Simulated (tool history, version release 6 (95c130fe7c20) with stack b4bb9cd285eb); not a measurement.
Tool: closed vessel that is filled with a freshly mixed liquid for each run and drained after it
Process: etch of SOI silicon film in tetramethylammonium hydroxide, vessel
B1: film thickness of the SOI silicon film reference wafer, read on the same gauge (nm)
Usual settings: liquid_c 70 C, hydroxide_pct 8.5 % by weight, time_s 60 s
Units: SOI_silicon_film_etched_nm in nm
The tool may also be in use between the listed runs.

{"run": 1, "hour": 0.0, "liquid_c": 70, "hydroxide_pct": 8.5, "time_s": 60, "B1": 69.97, "SOI_silicon_film_etched_nm": 484.35}
{"run": 2, "hour": 12.6, "liquid_c": 70, "hydroxide_pct": 8.5, "time_s": 60, "B1": 69.99, "SOI_silicon_film_etched_nm": 479.41}
{"run": 3, "hour": 33.1, "liquid_c": 70, "hydroxide_pct": 8.5, "time_s": 60, "B1": 69.99, "SOI_silicon_film_etched_nm": 479.28}
{"run": 4, "hour": 52.3, "liquid_c": 74.5, "hydroxide_pct": 8.5, "time_s": 50, "B1": 70.01, "SOI_silicon_film_etched_nm": 522.31}
{"run": 5, "hour": 87.2, "liquid_c": 70, "hydroxide_pct": 8.5, "time_s": 60, "B1": 69.98, "SOI_silicon_film_etched_nm": 483.26}
{"run": 6, "hour": 99.9, "liquid_c": 70, "hydroxide_pct": 8.5, "time_s": 60, "B1": 70, "SOI_silicon_film_etched_nm": 480.57}
{"run": 7, "hour": 122.7, "liquid_c": 70, "hydroxide_pct": 10.5, "time_s": 60, "B1": 70.01, "SOI_silicon_film_etched_nm": 445.3}
{"run": 8, "hour": 157.6, "liquid_c": 70, "hydroxide_pct": 10.5, "time_s": 60, "B1": 70.02, "SOI_silicon_film_etched_nm": 445.68}
{"run": 9, "hour": 180.2, "liquid_c": 70, "hydroxide_pct": 10.5, "time_s": 60, "B1": 69.98, "SOI_silicon_film_etched_nm": 446.55}
{"run": 10, "hour": 214.7, "liquid_c": 76.5, "hydroxide_pct": 8.5, "time_s": 70, "B1": 69.95, "SOI_silicon_film_etched_nm": 815.52}
{"run": 11, "hour": 239.8, "liquid_c": 76.5, "hydroxide_pct": 8.5, "time_s": 70, "B1": 69.99, "SOI_silicon_film_etched_nm": 816.98}
{"hour": 242.5, "done": "gauge calibrated"}
{"run": 12, "hour": 253.9, "liquid_c": 76.5, "hydroxide_pct": 8.5, "time_s": 70, "B1": 70.01, "SOI_silicon_film_etched_nm": 817.58}
{"run": 13, "hour": 281.7, "liquid_c": 70, "hydroxide_pct": 10, "time_s": 60, "B1": 69.98, "SOI_silicon_film_etched_nm": 449.62}
{"run": 14, "hour": 294.1, "liquid_c": 70, "hydroxide_pct": 10, "time_s": 60, "B1": 69.99, "SOI_silicon_film_etched_nm": 451.53}
{"run": 15, "hour": 322.5, "liquid_c": 64.5, "hydroxide_pct": 8.5, "time_s": 30, "B1": 69.99, "SOI_silicon_film_etched_nm": 174.33}
{"run": 16, "hour": 354.0, "liquid_c": 73, "hydroxide_pct": 7, "time_s": 60, "B1": 70.03, "SOI_silicon_film_etched_nm": 608.09}
{"run": 17, "hour": 394.5, "liquid_c": 70, "hydroxide_pct": 9.5, "time_s": 45, "B1": 70.02, "SOI_silicon_film_etched_nm": 348.75}
{"run": 18, "hour": 410.2, "liquid_c": 76.5, "hydroxide_pct": 8.5, "time_s": 70, "B1": 69.97, "SOI_silicon_film_etched_nm": 816.71}
{"run": 19, "hour": 445.2, "liquid_c": 65, "hydroxide_pct": 6, "time_s": 35, "B1": 70, "SOI_silicon_film_etched_nm": 227.78}
{"hour": 471.7, "done": "hydroxide flow meter replaced"}
{"hour": 493.7, "done": "thermometer replaced"}
{"run": 20, "hour": 516.3, "liquid_c": 70, "hydroxide_pct": 8.5, "time_s": 60, "B1": 70.01, "SOI_silicon_film_etched_nm": 477.42}
{"run": 21, "hour": 547.8, "liquid_c": 70, "hydroxide_pct": 8.5, "time_s": 60, "B1": 69.98, "SOI_silicon_film_etched_nm": 482.89}
{"run": 22, "hour": 583.1, "liquid_c": 76, "hydroxide_pct": 8.5, "time_s": 60, "B1": 69.99, "SOI_silicon_film_etched_nm": 679.47}
{"run": 23, "hour": 595.5, "liquid_c": 64.5, "hydroxide_pct": 8.5, "time_s": 85, "B1": 70.06, "SOI_silicon_film_etched_nm": 493.22}
{"run": 24, "hour": 630.8, "liquid_c": 67, "hydroxide_pct": 8, "time_s": 75, "B1": 70.02, "SOI_silicon_film_etched_nm": 513.64}
{"run": 25, "hour": 659.9, "liquid_c": 64.5, "hydroxide_pct": 8.5, "time_s": 30, "B1": 69.96, "SOI_silicon_film_etched_nm": 173.48}
{"hour": 671.4, "done": "gauge calibrated"}
{"run": 26, "hour": 677.0, "liquid_c": 70, "hydroxide_pct": 9.5, "time_s": 80, "B1": 69.97, "SOI_silicon_film_etched_nm": 620.32}
{"run": 27, "hour": 703.0, "liquid_c": 66, "hydroxide_pct": 10, "time_s": 50, "B1": 69.98, "SOI_silicon_film_etched_nm": 299.84}
{"run": 28, "hour": 732.1, "liquid_c": 70, "hydroxide_pct": 9.5, "time_s": 60, "B1": 70.03, "SOI_silicon_film_etched_nm": 461.95}

What the log doesn't show, run by run:
liquid hotter than its thermometer reads (K): 0 in every run
hydroxide flow above the setpoint (%): 0 in every run
gauge reads high (%): 0 in every run
